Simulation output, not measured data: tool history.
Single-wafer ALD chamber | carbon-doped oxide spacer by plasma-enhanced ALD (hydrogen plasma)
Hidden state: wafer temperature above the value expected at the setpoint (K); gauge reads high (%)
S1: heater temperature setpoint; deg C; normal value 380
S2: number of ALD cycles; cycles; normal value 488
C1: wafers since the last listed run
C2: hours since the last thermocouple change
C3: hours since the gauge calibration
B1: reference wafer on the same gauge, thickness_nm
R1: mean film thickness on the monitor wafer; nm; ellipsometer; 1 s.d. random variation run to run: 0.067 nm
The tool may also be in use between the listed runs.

Run 1, day 0.000: usual settings; C1 0; C2 1540.8; C3 244.6; B1 24.153. Result: R1 26.608 nm.
Run 2, day 0.842: usual settings; C1 18; C2 1561.0; C3 264.8; B1 24.133. Result: R1 26.522 nm.
Run 3, day 1.742: usual settings; C1 19; C2 1582.6; C3 286.4; B1 24.108. Result: R1 26.440 nm.
Run 4, day 2.408: usual settings; C1 14; C2 1598.6; C3 302.4; B1 24.090. Result: R1 26.401 nm.
Run 5, day 2.942: usual settings but S1 369 deg C; C1 11; C2 1611.4; C3 315.2; B1 24.059. Result: R1 26.447 nm.
Run 6, day 3.829: usual settings but S1 369 deg C; C1 19; C2 1632.7; C3 336.5; B1 24.085. Result: R1 26.510 nm.
Run 7, day 4.492: usual settings; C1 14; C2 1648.6; C3 352.4; B1 24.072. Result: R1 26.353 nm.
Run 8, day 5.796: usual settings but S2 542 cycles; C1 28; C2 1679.9; C3 383.7; B1 24.017. Result: R1 29.394 nm.
Run 9, day 6.346: usual settings but S2 419 cycles; C1 12; C2 1693.1; C3 396.9; B1 24.060. Result: R1 22.676 nm.
Run 10, day 7.292: usual settings; C1 20; C2 1715.8; C3 419.6; B1 24.033. Result: R1 26.388 nm.
Run 11, day 7.800: usual settings but S1 386 deg C, S2 580 cycles; C1 11; C2 1728.0; C3 431.8; B1 23.989. Result: R1 31.361 nm.
At day 8.400: gauge calibrated.
Run 12, day 9.062: usual settings but S1 389 deg C, S2 561 cycles; C1 28; C2 1758.3; C3 15.9; B1 24.215. Result: R1 30.645 nm.
At day 9.558: thermocouple changed; heater temperature recalibrated.
Run 13, day 10.446: usual settings but S1 366 deg C; C1 23; C2 21.3; C3 49.1; B1 24.217. Result: R1 26.548 nm.
Run 14, day 11.233: usual settings but S1 388 deg C; C1 17; C2 40.2; C3 68.0; B1 24.181. Result: R1 26.515 nm.
Run 15, day 12.171: usual settings but S2 397 cycles; C1 20; C2 62.7; C3 90.5; B1 24.194. Result: R1 21.642 nm.
Run 16, day 15.796: usual settings; C1 80; C2 149.7; C3 177.5; B1 24.133. Result: R1 26.506 nm.
Run 17, day 19.700: usual settings but S2 551 cycles; C1 86; C2 243.4; C3 271.2; B1 24.045. Result: R1 29.800 nm.
Run 18, day 20.479: usual settings but S1 368 deg C; C1 17; C2 262.1; C3 289.9; B1 24.013. Result: R1 26.464 nm.
Run 19, day 21.558: usual settings but S1 372 deg C, S2 516 cycles; C1 23; C2 288.0; C3 315.8; B1 24.000. Result: R1 27.784 nm.

How the hidden state differs across the entries between the runs, from the last listed run before each to the first after it:
From run 11 to run 12: gauge calibrated (day 8.400)
  gauge reads high (%): -1.21 -> -0.243
  measured less the result without the state, R1: -0.384 -> -0.074 nm
From run 12 to run 13: thermocouple changed; heater temperature recalibrated (day 9.558)
  gauge reads high (%): -0.243 -> -0.35
  measured less the result without the state, R1: -0.074 -> -0.094 nm
